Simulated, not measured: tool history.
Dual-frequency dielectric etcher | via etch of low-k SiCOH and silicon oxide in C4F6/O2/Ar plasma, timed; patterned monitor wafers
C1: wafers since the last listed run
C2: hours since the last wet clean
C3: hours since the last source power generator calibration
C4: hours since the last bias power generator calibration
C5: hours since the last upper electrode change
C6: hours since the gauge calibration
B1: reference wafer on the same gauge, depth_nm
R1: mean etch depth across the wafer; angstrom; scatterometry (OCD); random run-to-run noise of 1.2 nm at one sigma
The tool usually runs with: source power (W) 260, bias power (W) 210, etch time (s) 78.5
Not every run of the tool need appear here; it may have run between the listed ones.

Run 1, hour 0.0: usual settings; C1 0; C2 454.4; C3 1846.3; C4 26.2; C5 13.2; C6 211.6; B1 213.9. Result: R1 1797 angstrom.
Run 2, hour 10.6: usual settings but etch time (s) 94.5; C1 158; C2 465.0; C3 1856.9; C4 36.8; C5 23.8; C6 222.2; B1 214.2. Result: R1 2157 angstrom.
At hour 22.6: source power generator calibrated.
Run 3, hour 54.8: usual settings but etch time (s) 94.5; C1 601; C2 509.2; C3 32.2; C4 81.0; C5 68.0; C6 266.4; B1 213.7. Result: R1 2153 angstrom.
Run 4, hour 62.9: usual settings but bias power (W) 180; C1 121; C2 517.3; C3 40.3; C4 89.1; C5 76.1; C6 274.5; B1 214.0. Result: R1 1659 angstrom.
At hour 93.8: wet clean of the chamber.
Run 5, hour 94.3: usual settings but bias power (W) 180; C1 110; C2 0.5; C3 71.7; C4 120.5; C5 107.5; C6 305.9; B1 213.9. Result: R1 1758 angstrom.
Run 6, hour 94.6: usual settings but source power (W) 220; C1 4; C2 0.8; C3 72.0; C4 120.8; C5 107.8; C6 306.2; B1 214.3. Result: R1 1746 angstrom.
Run 7, hour 95.6: usual settings but etch time (s) 94.0; C1 14; C2 1.8; C3 73.0; C4 121.8; C5 108.8; C6 307.2; B1 214.2. Result: R1 2269 angstrom.
Run 8, hour 105.8: usual settings but source power (W) 230, bias power (W) 182; C1 152; C2 12.0; C3 83.2; C4 132.0; C5 119.0; C6 317.4; B1 214.1. Result: R1 1716 angstrom.
Run 9, hour 122.9: usual settings but bias power (W) 164; C1 255; C2 29.1; C3 100.3; C4 149.1; C5 136.1; C6 334.5; B1 214.0. Result: R1 1697 angstrom.
Run 10, hour 132.5: usual settings; C1 143; C2 38.7; C3 109.9; C4 158.7; C5 145.7; C6 344.1; B1 214.3. Result: R1 1891 angstrom.
Run 11, hour 143.9: usual settings; C1 170; C2 50.1; C3 121.3; C4 170.1; C5 157.1; C6 355.5; B1 214.0. Result: R1 1876 angstrom.
Run 12, hour 160.5: usual settings; C1 248; C2 66.7; C3 137.9; C4 186.7; C5 173.7; C6 372.1; B1 213.9. Result: R1 1889 angstrom.
Run 13, hour 166.9: usual settings but source power (W) 240, etch time (s) 60.0; C1 95; C2 73.1; C3 144.3; C4 193.1; C5 180.1; C6 378.5; B1 214.1. Result: R1 1393 angstrom.
Run 14, hour 187.0: usual settings; C1 300; C2 93.2; C3 164.4; C4 213.2; C5 200.2; C6 398.6; B1 213.9. Result: R1 1889 angstrom.
Run 15, hour 198.7: usual settings; C1 174; C2 104.9; C3 176.1; C4 224.9; C5 211.9; C6 410.3; B1 214.3. Result: R1 1872 angstrom.
Run 16, hour 208.6: usual settings but etch time (s) 58.0; C1 148; C2 114.8; C3 186.0; C4 234.8; C5 221.8; C6 420.2; B1 213.8. Result: R1 1390 angstrom.
Run 17, hour 219.9: usual settings but bias power (W) 227; C1 168; C2 126.1; C3 197.3; C4 246.1; C5 233.1; C6 431.5; B1 213.9. Result: R1 1925 angstrom.
At hour 229.2: gauge calibrated.
Run 18, hour 230.8: usual settings but source power (W) 320; C1 162; C2 137.0; C3 208.2; C4 257.0; C5 244.0; C6 1.6; B1 214.2. Result: R1 2029 angstrom.
Run 19, hour 247.1: usual settings but source power (W) 290, bias power (W) 167, etch time (s) 92.0; C1 243; C2 153.3; C3 224.5; C4 273.3; C5 260.3; C6 17.9; B1 214.2. Result: R1 2078 angstrom.
Run 20, hour 262.3: usual settings but source power (W) 300, etch time (s) 68.5; C1 227; C2 168.5; C3 239.7; C4 288.5; C5 275.5; C6 33.1; B1 214.2. Result: R1 1717 angstrom.
Run 21, hour 276.4: usual settings but source power (W) 320, etch time (s) 89.0; C1 210; C2 182.6; C3 253.8; C4 302.6; C5 289.6; C6 47.2; B1 214.3. Result: R1 2314 angstrom.
Run 22, hour 289.6: usual settings but source power (W) 240, bias power (W) 238, etch time (s) 59.5; C1 197; C2 195.8; C3 267.0; C4 315.8; C5 302.8; C6 60.4; B1 214.1. Result: R1 1447 angstrom.
Run 23, hour 305.4: usual settings; C1 236; C2 211.6; C3 282.8; C4 331.6; C5 318.6; C6 76.2; B1 214.0. Result: R1 1860 angstrom.
Run 24, hour 322.3: usual settings but bias power (W) 239, etch time (s) 92.0; C1 252; C2 228.5; C3 299.7; C4 348.5; C5 335.5; C6 93.1; B1 214.3. Result: R1 2281 angstrom.
Run 25, hour 339.3: usual settings but bias power (W) 255; C1 254; C2 245.5; C3 316.7; C4 365.5; C5 352.5; C6 110.1; B1 213.9. Result: R1 1982 angstrom.
Run 26, hour 347.6: usual settings but source power (W) 210, bias power (W) 164; C1 124; C2 253.8; C3 325.0; C4 373.8; C5 360.8; C6 118.4; B1 213.8. Result: R1 1522 angstrom.
Run 27, hour 358.0: usual settings; C1 155; C2 264.2; C3 335.4; C4 384.2; C5 371.2; C6 128.8; B1 214.3. Result: R1 1824 angstrom.
Run 28, hour 367.4: usual settings but source power (W) 300, bias power (W) 187, etch time (s) 85.0; C1 140; C2 273.6; C3 344.8; C4 393.6; C5 380.6; C6 138.2; B1 214.0. Result: R1 1998 angstrom.
Run 29, hour 397.2: usual settings; C1 445; C2 303.4; C3 374.6; C4 423.4; C5 410.4; C6 168.0; B1 213.8. Result: R1 1845 angstrom.

Forecast each of these 5 alternatives for the next run:
Run A, hour 397.6: usual settings; C1 5; C2 303.8; C3 375.0; C4 423.8; C5 410.8; C6 168.4; B1 ?. Result: R1 ?.
Run B, hour 397.6: usual settings but source power (W) 220, etch time (s) 93.0; C1 5; C2 303.8; C3 375.0; C4 423.8; C5 410.8; C6 168.4; B1 ?. Result: R1 ?.
Run C, hour 397.6: usual settings but source power (W) 240, bias power (W) 193, etch time (s) 89.0; C1 5; C2 303.8; C3 375.0; C4 423.8; C5 410.8; C6 168.4; B1 ?. Result: R1 ?.
Run D, hour 397.6: usual settings but source power (W) 300, bias power (W) 172, etch time (s) 92.0; C1 5; C2 303.8; C3 375.0; C4 423.8; C5 410.8; C6 168.4; B1 ?. Result: R1 ?.
Run E, hour 397.6: usual settings but source power (W) 230, etch time (s) 55.5; C1 5; C2 303.8; C3 375.0; C4 423.8; C5 410.8; C6 168.4; B1 ?. Result: R1 ?.

run     B1    R1
  A  214.0  1836
  B  214.0  2037
  C  214.0  1948
  D  214.0  2097
  E  214.0  1237
Stripped of hidden state, with their random variation kept, the same runs would have yielded:
run    R1
  A  1882
  B  2088
  C  1996
  D  2149
  E  1268
